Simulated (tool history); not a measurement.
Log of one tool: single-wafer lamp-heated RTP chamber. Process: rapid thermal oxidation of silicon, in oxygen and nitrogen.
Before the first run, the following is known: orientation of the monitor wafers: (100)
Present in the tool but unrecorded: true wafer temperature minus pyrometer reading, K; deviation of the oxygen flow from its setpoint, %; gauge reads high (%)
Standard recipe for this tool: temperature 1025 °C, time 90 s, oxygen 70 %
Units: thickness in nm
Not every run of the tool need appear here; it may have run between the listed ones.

run,hour,temperature,time,oxygen,wafers since the last listed run,wafers since the last pyrometer calibration,hours since the oxygen flow controller was replaced,hours since the gauge calibration,"read-back reference wafer on the same gauge, thickness",thickness
1,0.0,1025,90,70,0,2051,6094.6,209.7,6.279,7.573
2,25.1,1025,90,61,106,2158,6119.7,234.8,6.281,7.220
3,47.0,1025,90,61,93,2251,6141.6,256.7,6.281,7.199
4,69.6,1025,90,61,96,2348,6164.2,279.3,6.281,7.235
5,81.8,1025,90,87,51,2400,6176.4,291.5,6.279,8.193
6,114.1,1019,90,70,137,2537,6208.7,323.8,6.277,7.241
7,128.0,1019,90,70,59,2597,6222.6,337.7,6.278,7.270
8,152.8,1025,90,70,105,2702,6247.4,362.5,6.280,7.587
9,173.0,1025,90,70,86,2788,6267.6,382.7,6.280,7.573
10,239.5,1025,90,70,283,3072,6334.1,449.2,6.282,7.588
11,266.8,1017,90,41,116,3188,6361.4,476.5,6.277,5.927
# hour 271.0: gauge calibrated
12,300.2,1046,90,70,142,3330,6394.8,29.2,6.279,8.794
# hour 316.5: pyrometer window cleaned and pyrometer calibrated
13,328.4,1025,90,70,86,50,6423.0,57.4,6.276,7.476

Expected results for the next run?
14,354.9,1038,90,94,112,163,6449.5,83.9,?,?

read-back reference wafer on the same gauge, thickness: 6.279
thickness: 9.094 nm
If the tool had no hidden condition, the same run with the same run-to-run variation would have returned thickness 9.070 nm.
